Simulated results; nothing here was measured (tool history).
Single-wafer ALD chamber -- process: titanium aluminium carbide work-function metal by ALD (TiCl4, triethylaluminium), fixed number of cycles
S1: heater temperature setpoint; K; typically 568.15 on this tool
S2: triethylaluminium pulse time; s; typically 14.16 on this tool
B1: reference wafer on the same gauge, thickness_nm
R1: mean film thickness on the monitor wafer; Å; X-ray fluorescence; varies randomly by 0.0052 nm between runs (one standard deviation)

run	hour	S1	S2	B1	R1
1	0	568.15	14.16	2.311	20.98
2	27.8	568.15	16.54	2.312	20.95
3	51.3	557.15	17.92	2.313	20.14
4	84.8	568.15	14.16	2.316	21.05
5	129.8	568.15	14.16	2.319	21.08
6	144.3	568.15	14.16	2.32	21.08
7	163.2	580.15	16.13	2.323	22.12
8	177.6	568.15	14.16	2.325	21.04
9	202.4	568.15	14.16	2.329	21.17
10	230.7	560.15	19.13	2.332	20.49
11	252.8	555.15	16.95	2.334	20.18
12	274.1	578.15	18.59	2.307	21.78
13	308.4	555.15	16.95	2.308	20
14	331.1	582.15	18.72	2.309	22.23
15	349.9	582.15	14.16	2.309	22.11
16	363.4	575.15	18.4	2.31	21.53

Put back what was entered between runs (4 entries, withheld): which listed runs does each sit between, and how does the hidden state differ from the listed run before to the listed run after?
Between runs 4 and 5: triethylaluminium bottle replaced (hour 110); showerhead replaced (hour 127.5)
  gauge reads high (%): 0.217 -> 0.385
  measured less the result without the state, R1: +0.05 -> +0.08 Å
Between runs 8 and 9: thermocouple changed; heater temperature recalibrated (hour 189.4)
  gauge reads high (%): 0.616 -> 0.757
  measured less the result without the state, R1: +0.13 -> +0.16 Å
Between runs 11 and 12: gauge calibrated (hour 268.7)
  gauge reads high (%): 1.09 -> -0.103
  measured less the result without the state, R1: +0.21 -> -0.03 Å

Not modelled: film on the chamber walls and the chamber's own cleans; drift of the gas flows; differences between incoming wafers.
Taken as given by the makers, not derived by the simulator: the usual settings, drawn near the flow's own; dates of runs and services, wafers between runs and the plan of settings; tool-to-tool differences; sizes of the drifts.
